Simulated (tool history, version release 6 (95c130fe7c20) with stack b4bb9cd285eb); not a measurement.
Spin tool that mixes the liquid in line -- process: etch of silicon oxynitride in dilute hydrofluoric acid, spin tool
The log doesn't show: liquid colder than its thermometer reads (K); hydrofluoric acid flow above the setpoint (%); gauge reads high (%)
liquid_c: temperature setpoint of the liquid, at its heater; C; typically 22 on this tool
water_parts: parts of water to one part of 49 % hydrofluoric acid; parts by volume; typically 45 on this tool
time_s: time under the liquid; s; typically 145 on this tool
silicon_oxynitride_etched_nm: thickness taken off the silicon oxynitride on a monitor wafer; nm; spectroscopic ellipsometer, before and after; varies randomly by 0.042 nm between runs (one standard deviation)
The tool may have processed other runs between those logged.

run	hour	liquid_c	water_parts	time_s	wafers since the last listed run	hours since the thermometer was replaced	hours since the hydrofluoric acid flow meter was replaced	hours since the gauge calibration	read-back film thickness of the silicon oxynitride reference wafer, read on the same gauge (nm)	silicon_oxynitride_etched_nm
1	0	22	40	145	0	2660.9	1136.6	159.3	39.99	8.37
2	12.9	22	45	145	116	2673.8	1149.5	172.2	39.98	7.43
3	36.6	22	45	145	213	2697.5	1173.2	195.9	40.01	7.38
4	63.4	22	45	145	241	2724.3	1200	222.7	39.95	7.4
5	88.2	22	45	85	223	2749.1	1224.8	247.5	40	4.38
6	104.3	22	45	85	144	2765.2	1240.9	263.6	39.98	4.34
7	126.8	21	40	145	202	2787.7	1263.4	286.1	40.03	7.99
8	162.6	22	45	145	322	2823.5	1299.2	321.9	40.05	7.51
9	184.9	22	45	145	200	2845.8	1321.5	344.2	39.97	7.44
10	204.5	22	45	145	176	2865.4	1341.1	363.8	39.97	7.47
11	237.8	22	45	145	299	2898.7	1374.4	397.1	39.98	7.56
# hour 257.7: gauge calibrated
12	263.9	22	45	145	234	2924.8	1400.5	6.2	40.02	7.51
13	277.4	22	45	145	121	2938.3	1414	19.7	39.96	7.51
14	295.1	22	45	145	159	2956	1431.7	37.4	40.01	7.48
15	346.7	22	60	85	464	3007.6	1483.3	89	40	3.29
# hour 360.4: hydrofluoric acid flow meter replaced
16	371.7	17.5	45	90	215	3032.6	11.3	114	40.01	3.9
17	392	17.5	45	190	182	3052.9	31.6	134.3	40.03	8.25
# hour 401: thermometer replaced
# hour 446.9: hydrofluoric acid flow meter replaced, repeated, since the last time left the tool worse
18	492.4	22	45	85	885	91.4	45.5	234.7	39.99	4.04
19	518.3	22	45	145	233	117.3	71.4	260.6	39.98	6.95
20	538.9	22	45	230	185	137.9	92	281.2	40.02	11.19
21	573.4	22	45	145	310	172.4	126.5	315.7	39.97	6.96
22	598.6	22	35	145	226	197.6	151.7	340.9	39.98	9.1
# hour 622.6: gauge calibrated
23	624.5	27	30	145	233	223.5	177.6	1.9	39.98	13.53
24	647.7	23.5	65	145	208	246.7	200.8	25.1	39.98	5.14
25	674.8	26	60	145	243	273.8	227.9	52.2	40.02	6.34
26	687.8	22	45	145	116	286.8	240.9	65.2	39.96	7.02
27	720.2	22	25	145	291	319.2	273.3	97.6	40.07	12.84

Here are 5 independent what-if runs from the current tool condition. What would each one return?
A	720.7	17.5	45	145	4	319.7	273.8	98.1	?	?
B	720.7	18.5	45	145	4	319.7	273.8	98.1	?	?
C	720.7	22	30	145	4	319.7	273.8	98.1	?	?
D	720.7	19.5	45	145	4	319.7	273.8	98.1	?	?
E	720.7	25	45	205	4	319.7	273.8	98.1	?	?

run	read-back film thickness of the silicon oxynitride reference wafer, read on the same gauge (nm)	silicon_oxynitride_etched_nm
A	40.01	5.61
B	40.01	5.9
C	40.01	10.66
D	40.01	6.21
E	40.01	11.53
What these runs would have given with no unlogged condition in the tool:
run	silicon_oxynitride_etched_nm
A	5.48
B	5.77
C	10.42
D	6.07
E	11.27
